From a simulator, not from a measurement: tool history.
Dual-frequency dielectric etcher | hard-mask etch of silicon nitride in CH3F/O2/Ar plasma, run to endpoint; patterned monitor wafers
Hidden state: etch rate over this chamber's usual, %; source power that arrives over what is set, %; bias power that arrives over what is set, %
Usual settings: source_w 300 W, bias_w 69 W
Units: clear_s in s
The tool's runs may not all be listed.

run,day,source_w,bias_w,wafers since the last listed run,hours since the last wet clean,hours since the last source power generator calibration,hours since the last bias power generator calibration,hours since the last upper electrode change,"incoming incoming film thickness, nm",clear_s
1,0.000,300,69,0,434.0,2294.1,3364.6,2673.2,35.04,54.8
2,1.958,300,69,662,481.0,2341.1,3411.6,2720.2,35.13,55.7
3,8.108,300,69,2080,628.6,2488.7,3559.2,2867.8,34.69,55.2
4,9.300,300,69,403,657.2,2517.3,3587.8,2896.4,34.68,55.7
# day 11.483: wet clean of the chamber
5,11.983,300,63,569,12.0,2581.7,3652.2,2960.8,34.93,54.1
6,14.233,300,63,761,66.0,2635.7,3706.2,3014.8,35.04,54.8
7,17.167,300,63,992,136.4,2706.1,3776.6,3085.2,34.45,54.1
8,18.488,300,69,446,168.1,2737.8,3808.3,3116.9,34.85,53.6
9,20.908,300,69,818,226.2,2795.9,3866.4,3175.0,34.64,53.4
10,22.625,300,69,580,267.4,2837.1,3907.6,3216.2,34.74,54.2
# day 24.183: bias power generator calibrated
11,25.071,300,69,770,326.1,2895.8,21.3,3274.9,34.86,53.8
12,26.800,300,69,584,367.6,2937.3,62.8,3316.4,34.92,53.8
13,29.012,300,69,748,420.7,2990.4,115.9,3369.5,34.82,54.6
14,31.696,300,69,907,485.1,3054.8,180.3,3433.9,35.11,55.8
15,33.904,300,58,746,538.1,3107.8,233.3,3486.9,34.53,57.8
# day 34.967: source power generator calibrated
16,36.825,300,58,931,608.2,44.6,303.4,3557.0,34.84,58.6
# day 39.079: upper electrode replaced
17,39.700,300,69,634,677.2,113.6,372.4,14.9,34.79,55.5
# day 40.854: wet clean of the chamber
18,42.025,260,56,448,28.1,169.4,428.2,70.7,34.68,60.0
19,44.154,220,84,720,79.2,220.5,479.3,121.8,34.89,54.4
20,45.658,320,77,508,115.3,256.6,515.4,157.9,34.86,51.2
21,46.875,240,59,411,144.5,285.8,544.6,187.1,34.62,59.7
22,53.788,260,75,2338,310.4,451.7,710.5,353.0,34.27,54.7
23,56.575,300,69,942,377.3,518.6,777.4,419.9,34.76,55.1
24,58.600,320,59,684,425.9,567.2,826.0,468.5,34.96,58.1
25,60.629,370,69,686,474.6,615.9,874.7,517.2,34.69,52.4
26,62.250,330,55,548,513.5,654.8,913.6,556.1,34.57,58.1
27,63.354,320,64,373,540.0,681.3,940.1,582.6,34.82,56.4
28,64.983,360,82,551,579.1,720.4,979.2,621.7,34.66,50.1
29,67.950,230,57,1003,650.3,791.6,1050.4,692.9,34.71,63.8
# day 71.096: wet clean of the chamber
30,71.117,300,69,732,0.5,867.6,1126.4,768.9,34.95,53.1
31,73.329,300,69,748,53.6,920.7,1179.5,822.0,34.86,53.3
32,74.921,300,69,538,91.8,958.9,1217.7,860.2,34.67,53.2
33,77.600,250,64,906,156.1,1023.2,1282.0,924.5,35.15,58.3
34,79.433,330,63,620,200.1,1067.2,1326.0,968.5,35.22,54.5
35,81.788,300,61,796,256.6,1123.7,1382.5,1025.0,34.44,55.8

4 ways to go on from here, each from the tool as it stands after run 35. What would each give?
A,81.804,300,69,5,257.0,1124.1,1382.9,1025.4,35.06,?
B,81.804,280,74,5,257.0,1124.1,1382.9,1025.4,35.06,?
C,81.804,320,63,5,257.0,1124.1,1382.9,1025.4,35.06,?
D,81.804,330,69,5,257.0,1124.1,1382.9,1025.4,35.06,?

run,clear_s
A,54.4
B,54.1
C,55.0
D,53.0
Without the tool's hidden state the same runs would have given:
run,clear_s
A,53.1
B,52.8
C,53.7
D,51.7
